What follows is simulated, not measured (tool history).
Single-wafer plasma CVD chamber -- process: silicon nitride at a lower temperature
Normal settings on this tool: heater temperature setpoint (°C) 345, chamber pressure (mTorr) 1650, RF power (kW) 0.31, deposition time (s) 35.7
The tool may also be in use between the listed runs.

run,day,heater temperature setpoint (°C),chamber pressure (mTorr),RF power (kW),deposition time (s),"read-back reference wafer on the same gauge, thickness_nm",mean film thickness on the monitor wafer (nm)
1,0,345,1650,0.31,34.1,35.726,41.688
2,2.571,345,1650,0.31,35.7,35.747,43.457
3,5.083,345,1650,0.31,35.7,35.747,43.514
4,8.304,345,1650,0.31,35.7,35.689,43.527
# day 11.025: capacitance manometer re-zeroed and calibrated
# day 11.821: thermocouple changed; heater temperature recalibrated
5,11.842,345,1650,0.31,35.7,35.676,43.388
6,16.192,345,1650,0.31,35.7,35.68,43.333
7,19.471,338,1650,0.31,35.7,35.684,43.468
8,21.333,338,1650,0.31,35.7,35.745,43.43
9,24.488,345,1650,0.31,35.7,35.706,43.53
10,28.471,345,1650,0.31,35.7,35.734,43.633
11,32.012,345,1650,0.31,35.7,35.722,43.664
12,34.638,357,1650,0.31,35.7,35.694,43.521
# day 38.642: RF generator calibrated
13,38.754,345,1650,0.31,35.7,35.701,43.587
14,41.075,345,1650,0.31,41.2,35.723,50.349
15,42.588,345,1240,0.31,33.2,35.659,37.423
16,45.267,345,1650,0.31,41.2,35.608,50.227
# day 46.071: gauge calibrated
17,49.542,345,1650,0.31,42.7,35.758,51.793
18,51.767,352,1460,0.31,35.7,35.794,41.94
19,56.125,345,1820,0.31,31.3,35.787,39.175
# day 57.079: thermocouple changed; heater temperature recalibrated
20,58.888,345,1530,0.31,35.7,35.714,42.699
# day 60.533: showerhead replaced
21,62.138,359,1380,0.335,29.2,35.763,35.307
22,63.95,341,1650,0.31,38.9,35.771,47.324
23,66.083,336,1650,0.34,39.4,35.767,50.586
24,69.392,345,1470,0.31,32.4,35.769,38.339
25,73.658,338,1650,0.31,35.7,35.755,43.652
26,76.975,336,1650,0.28,35.7,35.776,40.889
27,79.767,332,2060,0.35,33.9,35.656,47.465
28,82.062,345,1650,0.31,40.7,35.699,49.707
29,86.546,345,1650,0.31,35.7,35.717,43.797

Branching from run 29: 3 alternative next runs. What would each branch give?
A,86.562,345,1650,0.31,35.7,?,?
B,86.562,345,1650,0.345,29.5,?,?
C,86.562,345,1650,0.355,35.7,?,?

run,"read-back reference wafer on the same gauge, thickness_nm",mean film thickness on the monitor wafer (nm)
A,35.714,43.47
B,35.714,38.391
C,35.714,47.249
What these runs would have given with no unlogged condition in the tool:
run,mean film thickness on the monitor wafer (nm)
A,43.47
B,38.391
C,47.249

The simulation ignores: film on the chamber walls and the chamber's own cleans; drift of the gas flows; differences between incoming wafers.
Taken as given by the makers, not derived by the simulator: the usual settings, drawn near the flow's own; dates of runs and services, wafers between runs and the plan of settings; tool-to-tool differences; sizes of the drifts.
